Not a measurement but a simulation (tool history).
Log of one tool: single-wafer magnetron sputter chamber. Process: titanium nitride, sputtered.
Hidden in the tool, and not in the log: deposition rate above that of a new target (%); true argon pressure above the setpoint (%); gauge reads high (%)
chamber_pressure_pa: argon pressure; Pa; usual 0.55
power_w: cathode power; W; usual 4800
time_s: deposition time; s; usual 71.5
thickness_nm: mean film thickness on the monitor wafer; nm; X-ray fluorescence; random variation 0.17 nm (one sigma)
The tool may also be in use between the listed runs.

run	hour	chamber_pressure_pa	power_w	time_s	wafers since the last listed run	wafers on the sputter target	hours since the last manometer calibration	hours since the magnet pack was replaced	hours since the gauge calibration	read-back reference wafer on the same gauge, thickness_nm	thickness_nm
1	0	0.55	4800	71.5	0	616	1267.4	3702.2	158	58.963	57.404
2	34.8	0.55	4800	71.5	376	992	1302.2	3737	192.8	59.016	57.472
3	63.4	0.635	4800	71.5	309	1301	1330.8	3765.6	221.4	58.957	56.128
4	143	0.635	4800	71.5	860	2161	1410.4	3845.2	301	58.959	55.762
# hour 165.9: capacitance manometer re-zeroed and calibrated
5	211.4	0.635	4800	71.5	652	2814	45.5	3913.6	369.4	59.044	56.891
6	273	0.696	4800	77.9	665	3480	107.1	3975.2	431	59.038	60.309
7	345	0.55	5600	62.1	778	4258	179.1	4047.2	503	59.013	57.125
8	370.7	0.683	4800	71.5	277	4536	204.8	4072.9	528.7	59.002	55.019
# hour 441: sputter target and shields replaced
9	441.5	0.492	4800	80	678	5	275.6	4143.7	599.5	59.038	66.467
10	482.4	0.492	4800	80	442	447	316.5	4184.6	640.4	59.012	66.093
11	676.4	0.492	4800	80	2096	2544	510.5	4378.6	834.4	58.964	65.613
12	717.3	0.55	4800	66.2	442	2986	551.4	4419.5	875.3	59.009	53.364
13	757.1	0.55	4350	71.5	430	3416	591.2	4459.3	915.1	58.959	52.606
14	825.2	0.55	5200	71.5	736	4152	659.3	4527.4	983.2	58.924	61.132
15	889.3	0.479	4800	83.8	692	4845	723.4	4591.5	1047.3	59.008	67.816
# hour 953.4: magnet pack replaced
16	953.9	0.656	5200	57.4	611	5457	788	0.5	1111.9	58.932	46.755
# hour 983.1: sputter target and shields replaced
17	983.6	0.647	5350	58.8	234	5	817.7	30.2	1141.6	59.033	50.576
18	1049.5	0.334	5100	80	712	717	883.6	96.1	1207.5	59.065	72.618
19	1090.2	0.55	4800	71.5	439	1157	924.3	136.8	1248.2	59.034	57.242
20	1143.6	0.55	4800	71.5	577	1734	977.7	190.2	1301.6	59	57.08
21	1212.1	0.55	4800	71.5	740	2475	1046.2	258.7	1370.1	58.963	56.909
22	1275.9	0.55	4800	66.3	689	3164	1110	322.5	1433.9	58.965	52.779
23	1336	0.55	4800	62.5	649	3814	1170.1	382.6	1494	59.015	49.289
# hour 1340.2: gauge calibrated
# hour 1363.9: capacitance manometer re-zeroed and calibrated
24	1378.5	0.55	3950	76.4	372	4187	14.6	425.1	38.3	59.037	51.796
25	1429	0.479	4800	83.8	545	4733	65.1	475.6	88.8	58.968	68.361
# hour 1461: sputter target and shields replaced
26	1473.7	0.55	5700	76.4	396	137	109.8	520.3	133.5	59.013	73.002
27	1514.4	0.55	4800	71.5	439	577	150.5	561	174.2	59.02	58.217
28	1570.6	0.337	5700	66.1	607	1185	206.7	617.2	230.4	59.01	67.012
29	1622.8	0.55	5700	71.5	564	1749	258.9	669.4	282.6	59.029	67.67
30	1684.6	0.55	4800	71.5	667	2417	320.7	731.2	344.4	59.003	58.333
31	1729.3	0.55	4350	71.5	483	2900	365.4	775.9	389.1	59.022	52.862
32	1792.1	0.368	5700	62.4	678	3579	428.2	838.7	451.9	58.993	61.598
33	1828.8	0.637	5250	81.1	396	3975	464.9	875.4	488.6	59.034	68.77
34	1879.4	0.55	4800	71.5	546	4522	515.5	926	539.2	59.037	57.09
# hour 1912.6: sputter target and shields replaced
35	1930.6	0.637	5250	81.1	466	195	566.7	977.2	590.4	58.98	69.095

Forecast each of these 3 alternatives for the next run:
A	1931	0.55	5900	71.5	4	199	567.1	977.6	590.8	?	?
B	1931	0.55	5750	71.5	4	199	567.1	977.6	590.8	?	?
C	1931	0.49	5650	85.4	4	199	567.1	977.6	590.8	?	?

run	read-back reference wafer on the same gauge, thickness_nm	thickness_nm
A	58.943	69.388
B	58.943	67.798
C	58.943	81.196
Without the tool's hidden state the same runs would have given:
run	thickness_nm
A	70.482
B	68.867
C	82.387
